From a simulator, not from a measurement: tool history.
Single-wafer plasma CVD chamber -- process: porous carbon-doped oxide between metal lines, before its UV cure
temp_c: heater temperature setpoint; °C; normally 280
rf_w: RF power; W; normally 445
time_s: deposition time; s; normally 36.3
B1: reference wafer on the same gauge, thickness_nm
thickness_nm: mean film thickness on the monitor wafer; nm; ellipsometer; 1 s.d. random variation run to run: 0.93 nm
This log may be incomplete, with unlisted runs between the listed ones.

Run 1, hour 0.0: usual settings; B1 198.920. Result: thickness_nm 187.930 nm.
Run 2, hour 30.8: usual settings; B1 199.087. Result: thickness_nm 189.660 nm.
Run 3, hour 81.0: usual settings; B1 199.017. Result: thickness_nm 188.273 nm.
Run 4, hour 135.3: usual settings but rf_w 500 W; B1 199.009. Result: thickness_nm 209.009 nm.
Run 5, hour 173.4: usual settings but rf_w 500 W; B1 198.975. Result: thickness_nm 208.631 nm.
Run 6, hour 237.1: usual settings but rf_w 490 W, time_s 32.7 s; B1 199.205. Result: thickness_nm 186.686 nm.
Run 7, hour 270.3: usual settings but time_s 34.5 s; B1 198.934. Result: thickness_nm 179.940 nm.
Run 8, hour 319.7: usual settings but time_s 34.5 s; B1 199.091. Result: thickness_nm 181.644 nm.
At hour 374.3: showerhead replaced.
At hour 419.3: RF generator calibrated.
Run 9, hour 483.9: usual settings; B1 199.117. Result: thickness_nm 189.986 nm.
At hour 554.6: thermocouple changed; heater temperature recalibrated.
Run 10, hour 555.1: usual settings; B1 198.870. Result: thickness_nm 184.149 nm.
At hour 577.9: gauge calibrated.
Run 11, hour 617.5: usual settings but temp_c 285 °C; B1 199.035. Result: thickness_nm 177.815 nm.

What does the tool deliver on the next run?
Run 12, hour 684.9: usual settings but temp_c 268 °C, rf_w 370 W, time_s 33.3 s; B1 ?. Result: thickness_nm ?.

{"run 12": {"B1": 199.022, "thickness_nm": 154.788}}
On a tool with no hidden condition, and with the same random variation, this run would have come out at thickness_nm 154.508 nm.
